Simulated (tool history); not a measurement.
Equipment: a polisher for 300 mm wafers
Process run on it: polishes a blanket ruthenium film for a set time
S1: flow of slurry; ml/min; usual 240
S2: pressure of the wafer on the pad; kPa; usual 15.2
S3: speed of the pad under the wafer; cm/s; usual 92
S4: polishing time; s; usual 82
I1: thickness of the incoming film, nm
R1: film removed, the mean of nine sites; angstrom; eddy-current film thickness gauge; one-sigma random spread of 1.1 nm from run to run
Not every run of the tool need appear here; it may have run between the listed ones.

run	hour	S1	S2	S3	S4	I1	R1
1	0	265	15.2	92	82	625.9	742
2	63.5	240	15.2	92	82	623.2	712
3	109.4	240	15.2	92	82	635.5	704
4	176.3	240	15.2	92	82	630.4	728
# hour 212.3: head pressure recalibrated
5	223.7	240	15.2	92	82	639.2	720
# hour 234: slurry nozzle cleaned
# hour 257.7: worn pad replaced by a new one
6	275.7	240	15.2	92	82	627.8	762
7	339.6	240	15.2	92	82	630.5	744
8	372.9	240	15.2	92	82	629.2	752
9	428.4	240	15.2	92	82	618.7	717
10	485.6	240	15.2	68	68	631.2	456
11	512.3	240	15.2	68	68	622	440
12	566.5	240	15.2	92	82	632.7	709
13	620.9	240	15.2	92	82	631.5	709
# hour 656.8: worn pad replaced by a new one
14	690.5	240	15.2	92	82	633	754
15	753.8	170	13.8	92	82	638	662
16	784.7	240	15.2	92	82	630.5	748
17	847.3	240	15.2	92	82	638.6	727
18	1054.7	240	9.7	100	82	630	495
# hour 1087.5: slurry nozzle cleaned
# hour 1098.2: worn pad replaced by a new one
19	1115.5	240	15.2	92	82	625.2	770
20	1159.5	210	15.2	116	82	631	956
21	1184.7	160	15.2	92	64	618	563
22	1240.6	190	20	70	95	629.3	839
23	1308.7	240	15.2	92	82	630.8	737
24	1341.4	200	17.9	66	82	634.9	601
# hour 1348.3: head pressure recalibrated
25	1407.5	280	15.2	92	82	632.8	733
26	1436.5	240	15.2	92	82	622.4	702
27	1484.3	240	20	92	71	625.2	813
# hour 1512.8: worn pad replaced by a new one
28	1541.9	240	15.2	92	82	634.3	777
29	1599.3	240	10.3	68	82	633.7	370
30	1782	240	12.4	116	82	640.8	740
31	1829.4	240	15.2	106	74	637	747
# hour 1886.3: slurry nozzle cleaned
32	1888	215	16.5	92	82	630.7	784
33	1940.6	290	15.2	92	82	639.9	745
34	1977.3	240	15.2	92	82	622.9	709
# hour 1992.9: worn pad replaced by a new one
35	2016.5	165	11.7	64	57	624.5	276
36	2071.9	240	9.7	92	57	628.5	327

5 options for the next run, each taken on its own from the tool as it stands now. Forecast them:
A	2072.4	240	15.2	92	82	638.4	?
B	2072.4	195	15.2	104	100	638.4	?
C	2072.4	240	15.2	62	94	638.4	?
D	2072.4	185	20	62	102	638.4	?
E	2072.4	240	15.2	112	82	638.4	?

run	R1
A	759
B	1030
C	586
D	822
E	924
The same runs, with their run-to-run variation unchanged, on a tool lacking any hidden condition would have given:
run	R1
A	789
B	1071
C	610
D	855
E	961
